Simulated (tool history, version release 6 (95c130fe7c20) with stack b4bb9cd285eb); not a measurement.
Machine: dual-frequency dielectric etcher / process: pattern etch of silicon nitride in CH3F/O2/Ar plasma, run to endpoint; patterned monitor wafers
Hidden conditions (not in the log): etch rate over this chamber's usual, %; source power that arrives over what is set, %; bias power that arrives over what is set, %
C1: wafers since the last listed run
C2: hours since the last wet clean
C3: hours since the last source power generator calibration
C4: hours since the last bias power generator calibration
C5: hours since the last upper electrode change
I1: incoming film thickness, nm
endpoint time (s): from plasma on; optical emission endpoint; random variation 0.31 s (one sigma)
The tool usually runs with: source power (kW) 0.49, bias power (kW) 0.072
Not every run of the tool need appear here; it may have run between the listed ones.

{"run": 1, "hour": 0.0, "source power (kW)": 0.56, "bias power (kW)": 0.072, "C1": 0, "C2": 411.6, "C3": 3766.7, "C4": 2232.9, "C5": 4635.1, "I1": 36.72, "endpoint time (s)": 48.8}
{"hour": 47.9, "done": "wet clean of the chamber"}
{"run": 2, "hour": 48.4, "source power (kW)": 0.56, "bias power (kW)": 0.072, "C1": 273, "C2": 0.5, "C3": 3815.1, "C4": 2281.3, "C5": 4683.5, "I1": 37.05, "endpoint time (s)": 47.9}
{"run": 3, "hour": 95.4, "source power (kW)": 0.46, "bias power (kW)": 0.083, "C1": 526, "C2": 47.5, "C3": 3862.1, "C4": 2328.3, "C5": 4730.5, "I1": 37.05, "endpoint time (s)": 49.3}
{"run": 4, "hour": 303.3, "source power (kW)": 0.46, "bias power (kW)": 0.083, "C1": 2328, "C2": 255.4, "C3": 4070, "C4": 2536.2, "C5": 4938.4, "I1": 36.55, "endpoint time (s)": 49.6}
{"run": 5, "hour": 470.7, "source power (kW)": 0.57, "bias power (kW)": 0.072, "C1": 1875, "C2": 422.8, "C3": 4237.4, "C4": 2703.6, "C5": 5105.8, "I1": 37.04, "endpoint time (s)": 48.7}
{"hour": 516.8, "done": "wet clean of the chamber"}
{"run": 6, "hour": 517.3, "source power (kW)": 0.57, "bias power (kW)": 0.072, "C1": 253, "C2": 0.5, "C3": 4284, "C4": 2750.2, "C5": 5152.4, "I1": 36.87, "endpoint time (s)": 47}
{"run": 7, "hour": 537.3, "source power (kW)": 0.57, "bias power (kW)": 0.072, "C1": 224, "C2": 20.5, "C3": 4304, "C4": 2770.2, "C5": 5172.4, "I1": 36.8, "endpoint time (s)": 47.6}
{"run": 8, "hour": 603.3, "source power (kW)": 0.49, "bias power (kW)": 0.072, "C1": 739, "C2": 86.5, "C3": 4370, "C4": 2836.2, "C5": 5238.4, "I1": 37.03, "endpoint time (s)": 50}
{"run": 9, "hour": 637.0, "source power (kW)": 0.49, "bias power (kW)": 0.058, "C1": 377, "C2": 120.2, "C3": 4403.7, "C4": 2869.9, "C5": 5272.1, "I1": 36.78, "endpoint time (s)": 53.1}
{"run": 10, "hour": 672.0, "source power (kW)": 0.49, "bias power (kW)": 0.058, "C1": 392, "C2": 155.2, "C3": 4438.7, "C4": 2904.9, "C5": 5307.1, "I1": 36.96, "endpoint time (s)": 53.9}
{"run": 11, "hour": 712.3, "source power (kW)": 0.49, "bias power (kW)": 0.058, "C1": 451, "C2": 195.5, "C3": 4479, "C4": 2945.2, "C5": 5347.4, "I1": 37.03, "endpoint time (s)": 54.1}
{"run": 12, "hour": 780.0, "source power (kW)": 0.51, "bias power (kW)": 0.072, "C1": 758, "C2": 263.2, "C3": 4546.7, "C4": 3012.9, "C5": 5415.1, "I1": 37.37, "endpoint time (s)": 51}
{"run": 13, "hour": 821.4, "source power (kW)": 0.49, "bias power (kW)": 0.072, "C1": 463, "C2": 304.6, "C3": 4588.1, "C4": 3054.3, "C5": 5456.5, "I1": 36.8, "endpoint time (s)": 51.2}
{"run": 14, "hour": 848.3, "source power (kW)": 0.45, "bias power (kW)": 0.061, "C1": 301, "C2": 331.5, "C3": 4615, "C4": 3081.2, "C5": 5483.4, "I1": 36.85, "endpoint time (s)": 54.5}
{"run": 15, "hour": 883.1, "source power (kW)": 0.46, "bias power (kW)": 0.065, "C1": 389, "C2": 366.3, "C3": 4649.8, "C4": 3116, "C5": 5518.2, "I1": 36.76, "endpoint time (s)": 53.5}
{"run": 16, "hour": 939.8, "source power (kW)": 0.54, "bias power (kW)": 0.079, "C1": 635, "C2": 423, "C3": 4706.5, "C4": 3172.7, "C5": 5574.9, "I1": 37.15, "endpoint time (s)": 49.1}
{"hour": 1022.9, "done": "upper electrode replaced"}
{"hour": 1044.4, "done": "wet clean of the chamber"}
{"run": 17, "hour": 1091.5, "source power (kW)": 0.49, "bias power (kW)": 0.062, "C1": 1188, "C2": 47.1, "C3": 4858.2, "C4": 3324.4, "C5": 68.6, "I1": 37.01, "endpoint time (s)": 51.7}
{"run": 18, "hour": 1133.9, "source power (kW)": 0.42, "bias power (kW)": 0.063, "C1": 474, "C2": 89.5, "C3": 4900.6, "C4": 3366.8, "C5": 111, "I1": 36.95, "endpoint time (s)": 54.7}
{"hour": 1175.3, "done": "source power generator calibrated"}
{"run": 19, "hour": 1179.5, "source power (kW)": 0.45, "bias power (kW)": 0.081, "C1": 465, "C2": 135.1, "C3": 4.2, "C4": 3412.4, "C5": 156.6, "I1": 37.14, "endpoint time (s)": 50.1}
{"hour": 1223.0, "done": "bias power generator calibrated"}
{"run": 20, "hour": 1249.9, "source power (kW)": 0.49, "bias power (kW)": 0.072, "C1": 743, "C2": 205.5, "C3": 74.6, "C4": 26.9, "C5": 227, "I1": 36.21, "endpoint time (s)": 49.4}
{"run": 21, "hour": 1403.5, "source power (kW)": 0.43, "bias power (kW)": 0.072, "C1": 1720, "C2": 359.1, "C3": 228.2, "C4": 180.5, "C5": 380.6, "I1": 36.9, "endpoint time (s)": 52.5}
{"run": 22, "hour": 1445.1, "source power (kW)": 0.58, "bias power (kW)": 0.063, "C1": 465, "C2": 400.7, "C3": 269.8, "C4": 222.1, "C5": 422.2, "I1": 36.83, "endpoint time (s)": 49.2}
{"hour": 1495.3, "done": "wet clean of the chamber"}
{"run": 23, "hour": 1495.8, "source power (kW)": 0.49, "bias power (kW)": 0.072, "C1": 299, "C2": 0.5, "C3": 320.5, "C4": 272.8, "C5": 472.9, "I1": 36.99, "endpoint time (s)": 49.6}
{"run": 24, "hour": 1650.9, "source power (kW)": 0.44, "bias power (kW)": 0.064, "C1": 1737, "C2": 155.6, "C3": 475.6, "C4": 427.9, "C5": 628, "I1": 37.1, "endpoint time (s)": 54.2}
{"run": 25, "hour": 1840.0, "source power (kW)": 0.49, "bias power (kW)": 0.08, "C1": 2118, "C2": 344.7, "C3": 664.7, "C4": 617, "C5": 817.1, "I1": 36.33, "endpoint time (s)": 48.1}

Consider 4 possible next runs. They are alternatives, not a sequence: every one starts from the tool as it was left by run 25. What does each give?
{"run": "A", "hour": 1840.4, "source power (kW)": 0.49, "bias power (kW)": 0.072, "C1": 4, "C2": 345.1, "C3": 665.1, "C4": 617.4, "C5": 817.5, "I1": 37.1, "endpoint time (s)": "?"}
{"run": "B", "hour": 1840.4, "source power (kW)": 0.44, "bias power (kW)": 0.078, "C1": 4, "C2": 345.1, "C3": 665.1, "C4": 617.4, "C5": 817.5, "I1": 37.1, "endpoint time (s)": "?"}
{"run": "C", "hour": 1840.4, "source power (kW)": 0.57, "bias power (kW)": 0.056, "C1": 4, "C2": 345.1, "C3": 665.1, "C4": 617.4, "C5": 817.5, "I1": 37.1, "endpoint time (s)": "?"}
{"run": "D", "hour": 1840.4, "source power (kW)": 0.49, "bias power (kW)": 0.088, "C1": 4, "C2": 345.1, "C3": 665.1, "C4": 617.4, "C5": 817.5, "I1": 37.1, "endpoint time (s)": "?"}

run=A endpoint_time_(s)=50.6
run=B endpoint_time_(s)=51.4
run=C endpoint_time_(s)=50.8
run=D endpoint_time_(s)=48
Take away the tool's hidden state, keep each run's random variation, and the runs would have read:
run=A endpoint_time_(s)=49.6
run=B endpoint_time_(s)=50.4
run=C endpoint_time_(s)=49.8
run=D endpoint_time_(s)=47.1
